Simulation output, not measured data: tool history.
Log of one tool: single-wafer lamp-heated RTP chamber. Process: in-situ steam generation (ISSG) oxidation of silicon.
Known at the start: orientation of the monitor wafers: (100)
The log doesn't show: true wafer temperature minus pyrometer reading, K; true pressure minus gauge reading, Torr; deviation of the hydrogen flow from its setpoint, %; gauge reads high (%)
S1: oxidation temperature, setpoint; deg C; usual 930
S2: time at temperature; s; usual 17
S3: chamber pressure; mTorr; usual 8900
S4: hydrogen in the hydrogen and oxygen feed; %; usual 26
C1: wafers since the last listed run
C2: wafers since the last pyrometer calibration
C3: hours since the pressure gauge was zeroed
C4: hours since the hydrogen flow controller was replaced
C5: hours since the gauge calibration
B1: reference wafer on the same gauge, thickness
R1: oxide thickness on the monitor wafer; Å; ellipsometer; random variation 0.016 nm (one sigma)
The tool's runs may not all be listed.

Run 1, hour 0.0: usual settings but S1 918 deg C, S3 9800 mTorr; C1 0; C2 4182; C3 2724.5; C4 2678.5; C5 43.9; B1 4.910. Result: R1 40.04 Å.
Run 2, hour 25.8: usual settings but S1 918 deg C, S3 9800 mTorr; C1 136; C2 4318; C3 2750.3; C4 2704.3; C5 69.7; B1 4.913. Result: R1 39.79 Å.
Run 3, hour 57.3: usual settings but S1 918 deg C, S3 9800 mTorr; C1 166; C2 4485; C3 2781.8; C4 2735.8; C5 101.2; B1 4.910. Result: R1 39.78 Å.
Run 4, hour 69.4: usual settings; C1 64; C2 4549; C3 2793.9; C4 2747.9; C5 113.3; B1 4.913. Result: R1 41.67 Å.
Run 5, hour 96.9: usual settings; C1 145; C2 4695; C3 2821.4; C4 2775.4; C5 140.8; B1 4.908. Result: R1 41.56 Å.
Run 6, hour 113.6: usual settings; C1 88; C2 4784; C3 2838.1; C4 2792.1; C5 157.5; B1 4.913. Result: R1 41.51 Å.
At hour 114.9: gauge calibrated.
Run 7, hour 141.8: usual settings; C1 149; C2 4933; C3 2866.3; C4 2820.3; C5 26.9; B1 4.913. Result: R1 41.60 Å.
Run 8, hour 190.0: usual settings but S1 939 deg C, S4 18 %; C1 255; C2 5188; C3 2914.5; C4 2868.5; C5 75.1; B1 4.910. Result: R1 39.17 Å.
Run 9, hour 202.2: usual settings but S2 13 s, S3 7800 mTorr, S4 20 %; C1 64; C2 5253; C3 2926.7; C4 2880.7; C5 87.3; B1 4.912. Result: R1 35.73 Å.
At hour 211.6: pyrometer window cleaned and pyrometer calibrated.
Run 10, hour 224.0: usual settings but S1 944 deg C, S2 22 s, S3 9800 mTorr, S4 29 %; C1 73; C2 65; C3 2948.5; C4 2902.5; C5 109.1; B1 4.909. Result: R1 48.28 Å.
At hour 253.7: hydrogen flow controller replaced.
At hour 262.5: pressure gauge zeroed.
Run 11, hour 263.0: usual settings but S2 13 s, S3 7800 mTorr, S4 20 %; C1 121; C2 187; C3 0.5; C4 9.3; C5 148.1; B1 4.911. Result: R1 35.82 Å.
Run 12, hour 273.5: usual settings; C1 55; C2 243; C3 11.0; C4 19.8; C5 158.6; B1 4.907. Result: R1 41.56 Å.
Run 13, hour 291.4: usual settings; C1 94; C2 337; C3 28.9; C4 37.7; C5 176.5; B1 4.910. Result: R1 41.53 Å.
At hour 298.4: gauge calibrated.
Run 14, hour 316.6: usual settings but S2 12 s, S3 8300 mTorr; C1 133; C2 471; C3 54.1; C4 62.9; C5 18.2; B1 4.910. Result: R1 37.28 Å.
Run 15, hour 349.9: usual settings but S1 938 deg C; C1 176; C2 647; C3 87.4; C4 96.2; C5 51.5; B1 4.907. Result: R1 42.69 Å.

The tool's hidden state at each run:
true wafer temperature minus pyrometer reading, K: 0 in every run
true pressure minus gauge reading, Torr: 0 in every run
deviation of the hydrogen flow from its setpoint, %: 0 in every run
gauge reads high (%): 0 in every run
